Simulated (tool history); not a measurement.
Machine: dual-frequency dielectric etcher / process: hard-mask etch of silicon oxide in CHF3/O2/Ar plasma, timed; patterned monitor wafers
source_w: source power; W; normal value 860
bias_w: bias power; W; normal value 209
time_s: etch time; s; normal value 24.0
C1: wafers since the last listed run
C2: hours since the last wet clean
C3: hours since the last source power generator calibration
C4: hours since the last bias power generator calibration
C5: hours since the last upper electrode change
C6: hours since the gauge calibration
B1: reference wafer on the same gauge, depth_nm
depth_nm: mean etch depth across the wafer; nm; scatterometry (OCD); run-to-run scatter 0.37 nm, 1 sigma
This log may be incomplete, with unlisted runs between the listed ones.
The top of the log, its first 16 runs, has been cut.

run 17 day=57.792 | source_w=1020 bias_w=251 time_s=24.0 | C1=1475 C2=90.4 C3=164.9 C4=136.9 C5=324.8 C6=321.7 | B1=56.6 | depth_nm=65.2
run 18 day=64.654 | source_w=770 bias_w=231 time_s=27.5 | C1=2702 C2=255.1 C3=329.6 C4=301.6 C5=489.5 C6=486.4 | B1=56.7 | depth_nm=64.0
run 19 day=67.238 | source_w=860 bias_w=209 time_s=24.0 | C1=1017 C2=317.1 C3=391.6 C4=363.6 C5=551.5 C6=548.4 | B1=56.7 | depth_nm=57.4
run 20 day=69.112 | source_w=860 bias_w=209 time_s=24.0 | C1=738 C2=362.1 C3=436.6 C4=408.6 C5=596.5 C6=593.4 | B1=56.7 | depth_nm=57.1
-- day=71.279 wet clean of the chamber
run 21 day=71.300 | source_w=1000 bias_w=161 time_s=20.5 | C1=467 C2=0.5 C3=489.1 C4=461.1 C5=649.0 C6=645.9 | B1=56.6 | depth_nm=49.4
run 22 day=72.492 | source_w=860 bias_w=181 time_s=24.0 | C1=469 C2=29.1 C3=517.7 C4=489.7 C5=677.6 C6=674.5 | B1=56.7 | depth_nm=55.2
run 23 day=75.200 | source_w=860 bias_w=209 time_s=24.0 | C1=1066 C2=94.1 C3=582.7 C4=554.7 C5=742.6 C6=739.5 | B1=56.7 | depth_nm=57.6
run 24 day=78.704 | source_w=640 bias_w=177 time_s=27.0 | C1=1379 C2=178.2 C3=666.8 C4=638.8 C5=826.7 C6=823.6 | B1=56.6 | depth_nm=53.9
run 25 day=81.525 | source_w=700 bias_w=179 time_s=29.0 | C1=1110 C2=245.9 C3=734.5 C4=706.5 C5=894.4 C6=891.3 | B1=56.7 | depth_nm=61.0
run 26 day=85.408 | source_w=750 bias_w=226 time_s=28.5 | C1=1529 C2=339.1 C3=827.7 C4=799.7 C5=987.6 C6=984.5 | B1=56.7 | depth_nm=65.5
-- day=88.262 wet clean of the chamber
run 27 day=89.608 | source_w=1060 bias_w=176 time_s=17.5 | C1=1260 C2=32.3 C3=928.5 C4=900.5 C5=1088.4 C6=1085.3 | B1=56.6 | depth_nm=44.4
run 28 day=93.267 | source_w=990 bias_w=248 time_s=28.0 | C1=1440 C2=120.1 C3=1016.3 C4=988.3 C5=1176.2 C6=1173.1 | B1=56.7 | depth_nm=74.0
run 29 day=95.408 | source_w=740 bias_w=209 time_s=19.5 | C1=843 C2=171.5 C3=1067.7 C4=1039.7 C5=1227.6 C6=1224.5 | B1=56.7 | depth_nm=43.7
run 30 day=98.300 | source_w=860 bias_w=209 time_s=24.0 | C1=1138 C2=240.9 C3=1137.1 C4=1109.1 C5=1297.0 C6=1293.9 | B1=56.6 | depth_nm=58.1

Forecast each of these 4 alternatives for the next run:
run A day=98.317 | source_w=860 bias_w=209 time_s=24.0 | C1=6 C2=241.3 C3=1137.5 C4=1109.5 C5=1297.4 C6=1294.3 | B1=? | depth_nm=?
run B day=98.317 | source_w=970 bias_w=209 time_s=26.5 | C1=6 C2=241.3 C3=1137.5 C4=1109.5 C5=1297.4 C6=1294.3 | B1=? | depth_nm=?
run C day=98.317 | source_w=920 bias_w=209 time_s=24.0 | C1=6 C2=241.3 C3=1137.5 C4=1109.5 C5=1297.4 C6=1294.3 | B1=? | depth_nm=?
run D day=98.317 | source_w=760 bias_w=209 time_s=19.5 | C1=6 C2=241.3 C3=1137.5 C4=1109.5 C5=1297.4 C6=1294.3 | B1=? | depth_nm=?

run=A B1=56.6 depth_nm=57.2
run=B B1=56.6 depth_nm=66.6
run=C B1=56.6 depth_nm=58.9
run=D B1=56.6 depth_nm=43.9
The same runs, with their run-to-run variation unchanged, on a tool lacking any hidden condition would have given:
run=A depth_nm=57.2
run=B depth_nm=66.6
run=C depth_nm=58.9
run=D depth_nm=43.9

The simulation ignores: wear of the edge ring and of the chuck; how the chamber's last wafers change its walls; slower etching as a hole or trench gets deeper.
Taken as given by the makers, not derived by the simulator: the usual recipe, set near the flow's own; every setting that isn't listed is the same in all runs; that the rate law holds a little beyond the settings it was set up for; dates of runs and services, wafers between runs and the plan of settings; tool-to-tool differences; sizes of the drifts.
